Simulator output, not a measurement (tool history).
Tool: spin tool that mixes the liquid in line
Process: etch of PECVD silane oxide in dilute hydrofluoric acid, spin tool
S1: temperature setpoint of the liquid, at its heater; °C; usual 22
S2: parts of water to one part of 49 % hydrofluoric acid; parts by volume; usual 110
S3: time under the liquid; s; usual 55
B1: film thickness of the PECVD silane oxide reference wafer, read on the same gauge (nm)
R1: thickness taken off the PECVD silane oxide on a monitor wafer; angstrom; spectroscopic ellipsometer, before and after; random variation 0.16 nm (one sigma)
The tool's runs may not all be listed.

run   hour    S1   S2  S3      B1     R1
  1      0    22  110  55  100.01  228.5
  2   29.1    22   90  55     100  286.9
  3   50.7    22   90  55     100  286.6
  4   72.9    22  110  55  100.01    229
  5   93.6    22  110  55   99.99  229.5
  6  120.6    22  110  55   99.97  227.8
  7  144.5    22  110  55     100  230.4
  8  162.9    22  110  55   99.98  229.7
  9  197.9    20  110  80     100  307.7
 10  226.9  20.5  110  55  100.01  217.3
 11  241.6  20.5  110  55   99.99  213.2
 12  265.3  20.5  110  55   99.96  214.8
     275.5  -- gauge calibrated
       283  -- hydrofluoric acid flow meter replaced
 13  283.5    22  110  55   99.99  226.9
 14  317.8    22  110  55   99.99  227.3
 15  381.5    24  110  70     100  316.1
 16  398.6    22  110  20     100   82.8
     425.5  -- thermometer replaced
 17  429.4  23.5   95  35   99.98  182.1
 18  453.4    22  110  55  100.04  230.7
 19  476.8    22  110  55  100.01  226.5
 20  512.7  25.5   65  80     100  683.2
 21  527.4    22  110  55  100.02  229.2
 22  549.5    22  110  55   99.96  227.9
 23  570.5    22  160  90  100.01  244.5
 24    584    22   90  55     100  285.8
 25  612.9    19  150  80  100.01  207.2
 26  636.6    20  110  90   99.99  346.1
 27  654.6    22  110  55     100  229.1
     657.3  -- gauge calibrated
 28  679.1  17.5  135  45     100  124.2

Forecast each of these 4 alternatives for the next run:
  A  679.5  25.5  110  55   ?   ?
  B  679.5  20.5  160  55   ?   ?
  C  679.5  19.5   70  55   ?   ?
  D  679.5    22  110  40   ?   ?

run   B1     R1
  A  100  266.3
  B  100  142.3
  C  100  344.5
  D  100  168.7
Without the tool's hidden state the same runs would have given:
run     R1
  A  266.3
  B  142.3
  C  344.5
  D  168.7
